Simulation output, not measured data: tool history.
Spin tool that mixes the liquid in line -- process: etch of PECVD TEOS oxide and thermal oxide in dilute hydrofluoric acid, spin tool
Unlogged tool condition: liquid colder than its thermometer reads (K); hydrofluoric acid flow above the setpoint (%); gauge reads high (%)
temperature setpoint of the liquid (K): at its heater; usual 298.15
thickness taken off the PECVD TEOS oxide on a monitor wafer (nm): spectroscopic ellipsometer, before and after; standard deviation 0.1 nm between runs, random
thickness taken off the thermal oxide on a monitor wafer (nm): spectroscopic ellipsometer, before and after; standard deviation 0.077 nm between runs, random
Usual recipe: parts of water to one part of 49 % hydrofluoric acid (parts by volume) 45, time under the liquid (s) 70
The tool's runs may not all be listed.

run   hour  temperature setpoint of the liquid (K)  parts of water to one part of 49 % hydrofluoric acid (parts by volume)  time under the liquid (s)  wafers since the last listed run  hours since the thermometer was replaced  hours since the hydrofluoric acid flow meter was replaced  hours since the gauge calibration  read-back film thickness of the PECVD TEOS oxide reference wafer, read on the same gauge (nm)  read-back film thickness of the thermal oxide reference wafer, read on the same gauge (nm)  thickness taken off the PECVD TEOS oxide on a monitor wafer (nm)  thickness taken off the thermal oxide on a monitor wafer (nm)
  1    0.0                                  295.65                                                                      45                         70                                 0                                    1660.0                                                     1205.6                              365.8                                                                                         110.02                                                                                       59.99                                                             20.28                                                           8.66
  2    6.3                                  294.65                                                                      55                         50                                57                                    1666.3                                                     1211.9                              372.1                                                                                         110.02                                                                                       60.02                                                             11.26                                                           4.75
  3   23.4                                  296.65                                                                      55                         70                               157                                    1683.4                                                     1229.0                              389.2                                                                                         110.01                                                                                       60.02                                                             17.15                                                           7.22
  4   34.5                                  296.15                                                                      65                         85                               102                                    1694.5                                                     1240.1                              400.3                                                                                         110.00                                                                                       60.03                                                             17.10                                                           7.26
  5   45.5                                  299.65                                                                      35                         70                               101                                    1705.5                                                     1251.1                              411.3                                                                                         110.01                                                                                       60.03                                                             31.12                                                          13.28
  6   61.1                                  301.15                                                                      45                        100                               143                                    1721.1                                                     1266.7                              426.9                                                                                         110.00                                                                                       60.04                                                             36.21                                                          15.62
  7   78.5                                  300.15                                                                      45                         70                               159                                    1738.5                                                     1284.1                              444.3                                                                                         110.00                                                                                       60.01                                                             24.39                                                          10.38
      86.7  -- gauge calibrated
  8   88.3                                  296.15                                                                      55                         90                                90                                    1748.3                                                     1293.9                                1.6                                                                                         110.02                                                                                       60.03                                                             21.51                                                           9.03
  9  101.1                                  294.15                                                                      40                         30                               117                                    1761.1                                                     1306.7                               14.4                                                                                         110.00                                                                                       60.02                                                              9.24                                                           3.95
     108.5  -- thermometer replaced
 10  124.6                                  298.15                                                                      45                         95                               206                                      16.1                                                     1330.2                               37.9                                                                                         110.01                                                                                       60.02                                                             30.78                                                          13.17
 11  141.0                                  302.65                                                                      45                         70                               150                                      32.5                                                     1346.6                               54.3                                                                                         110.01                                                                                       59.99                                                             27.07                                                          11.54
 12  155.1                                  302.15                                                                      65                         85                               129                                      46.6                                                     1360.7                               68.4                                                                                         110.02                                                                                       59.98                                                             21.65                                                           9.09
 13  171.6                                  298.15                                                                      45                         70                               151                                      63.1                                                     1377.2                               84.9                                                                                         109.99                                                                                       60.02                                                             22.58                                                           9.59
 14  185.2                                  298.15                                                                      45                         70                               124                                      76.7                                                     1390.8                               98.5                                                                                         109.99                                                                                       60.04                                                             22.60                                                           9.72
 15  196.2                                  298.15                                                                      45                         70                               101                                      87.7                                                     1401.8                              109.5                                                                                         110.00                                                                                       59.99                                                             22.60                                                           9.47
 16  210.1                                  298.15                                                                      35                         55                               127                                     101.6                                                     1415.7                              123.4                                                                                         110.00                                                                                       60.01                                                             23.00                                                           9.94
     219.9  -- hydrofluoric acid flow meter replaced
 17  223.2                                  294.65                                                                      60                        105                               111                                     114.7                                                        3.3                              136.5                                                                                         110.00                                                                                       60.01                                                             21.49                                                           9.14
 18  237.8                                  294.15                                                                      40                         70                               134                                     129.3                                                       17.9                              151.1                                                                                         109.99                                                                                       60.03                                                             21.66                                                           9.19
 19  255.6                                  295.15                                                                      55                         55                               163                                     147.1                                                       35.7                              168.9                                                                                         110.01                                                                                       60.00                                                             12.71                                                           5.42
 20  302.2                                  301.65                                                                      45                        100                               428                                     193.7                                                       82.3                              215.5                                                                                         109.99                                                                                       60.03                                                             37.46                                                          16.00

Estimate the outcome of run 21 from the log above:
 21  318.8                                  293.65                                                                      45                         80                               152                                     210.3                                                       98.9                              232.1                                                                                              ?                                                                                           ?                                                                 ?                                                              ?

{"run 21": {"read-back film thickness of the PECVD TEOS oxide reference wafer, read on the same gauge (nm)": 110.01, "read-back film thickness of the thermal oxide reference wafer, read on the same gauge (nm)": 60.0, "thickness taken off the PECVD TEOS oxide on a monitor wafer (nm)": 21.28, "thickness taken off the thermal oxide on a monitor wafer (nm)": 9.09}}
If the tool had no hidden condition, the same run with the same run-to-run variation would have returned thickness taken off the PECVD TEOS oxide on a monitor wafer (nm) 21.28, thickness taken off the thermal oxide on a monitor wafer (nm) 9.09.

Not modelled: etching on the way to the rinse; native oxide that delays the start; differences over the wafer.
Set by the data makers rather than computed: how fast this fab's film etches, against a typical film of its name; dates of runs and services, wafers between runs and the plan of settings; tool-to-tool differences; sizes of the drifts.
